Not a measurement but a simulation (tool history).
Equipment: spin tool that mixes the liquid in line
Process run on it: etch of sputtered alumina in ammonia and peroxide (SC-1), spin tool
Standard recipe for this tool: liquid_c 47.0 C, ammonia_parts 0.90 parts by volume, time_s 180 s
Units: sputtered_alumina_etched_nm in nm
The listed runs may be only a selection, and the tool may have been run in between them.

run,hour,liquid_c,ammonia_parts,time_s,wafers since the last listed run,hours since the thermometer was replaced,hours since the ammonia flow meter was replaced,hours since the heated supply line was repaired,hours since the drum of ammonia solution was connected,hours since the gauge calibration,"read-back film thickness of the sputtered alumina reference wafer, read on the same gauge (nm)",sputtered_alumina_etched_nm
1,0.0,47.0,1.15,180,0,424.0,1460.2,2372.6,961.4,689.2,127.21,7.86
2,19.8,41.5,1.00,180,127,443.8,1480.0,2392.4,981.2,709.0,127.05,5.67
# hour 28.3: ammonia flow meter replaced
3,43.6,47.0,0.90,205,146,467.6,15.3,2416.2,1005.0,732.8,126.91,8.77
4,66.7,47.0,0.90,205,148,490.7,38.4,2439.3,1028.1,755.9,126.74,8.75
# hour 96.9: new drum of ammonia solution connected
5,100.3,49.5,0.90,180,210,524.3,72.0,2472.9,3.4,789.5,126.45,8.77
6,132.8,49.5,0.90,180,209,556.8,104.5,2505.4,35.9,822.0,126.24,8.79
7,156.2,47.0,0.90,180,150,580.2,127.9,2528.8,59.3,845.4,126.00,7.62
# hour 183.2: gauge calibrated
# hour 187.3: heated supply line repaired
# hour 196.7: thermometer replaced
8,217.6,47.0,1.20,180,382,20.9,189.3,30.3,120.7,34.4,129.95,8.08
9,233.1,47.0,0.90,180,99,36.4,204.8,45.8,136.2,49.9,129.93,7.87
10,264.6,51.5,0.90,110,202,67.9,236.3,77.3,167.7,81.4,129.94,6.15
11,288.4,55.5,0.70,270,153,91.7,260.1,101.1,191.5,105.2,129.87,18.28
12,304.1,38.5,0.50,240,101,107.4,275.8,116.8,207.2,120.9,129.86,6.07
13,326.0,47.0,0.70,180,141,129.3,297.7,138.7,229.1,142.8,129.84,7.65
14,343.5,47.0,0.90,180,112,146.8,315.2,156.2,246.6,160.3,129.83,7.83
15,376.9,43.0,1.20,180,215,180.2,348.6,189.6,280.0,193.7,129.75,6.40
16,389.7,54.5,0.70,245,82,193.0,361.4,202.4,292.8,206.5,129.69,15.76
17,412.8,54.5,1.15,145,148,216.1,384.5,225.5,315.9,229.6,129.63,9.75
18,430.5,47.0,0.90,130,114,233.8,402.2,243.2,333.6,247.3,129.66,5.68
19,448.3,47.0,0.90,180,114,251.6,420.0,261.0,351.4,265.1,129.59,7.85
20,482.5,55.5,0.70,270,220,285.8,454.2,295.2,385.6,299.3,129.52,18.17
21,504.3,42.5,0.50,180,140,307.6,476.0,317.0,407.4,321.1,129.44,5.73
22,529.3,55.0,0.65,275,161,332.6,501.0,342.0,432.4,346.1,129.32,17.93
23,553.1,47.0,0.75,180,153,356.4,524.8,365.8,456.2,369.9,129.26,7.68
24,566.8,47.0,0.90,120,88,370.1,538.5,379.5,469.9,383.6,129.23,5.20

5 ways to go on from here, each from the tool as it stands after run 24. What would each give?
A,567.3,47.0,0.90,180,3,370.6,539.0,380.0,470.4,384.1,?,?
B,567.3,54.5,0.45,150,3,370.6,539.0,380.0,470.4,384.1,?,?
C,567.3,41.5,1.20,90,3,370.6,539.0,380.0,470.4,384.1,?,?
D,567.3,47.0,0.90,255,3,370.6,539.0,380.0,470.4,384.1,?,?
E,567.3,41.0,1.15,210,3,370.6,539.0,380.0,470.4,384.1,?,?

run,"read-back film thickness of the sputtered alumina reference wafer, read on the same gauge (nm)",sputtered_alumina_etched_nm
A,129.20,7.81
B,129.20,9.18
C,129.20,2.93
D,129.20,11.06
E,129.20,6.61
What these runs would have given with no unlogged condition in the tool:
run,sputtered_alumina_etched_nm
A,7.85
B,9.24
C,2.95
D,11.13
E,6.65
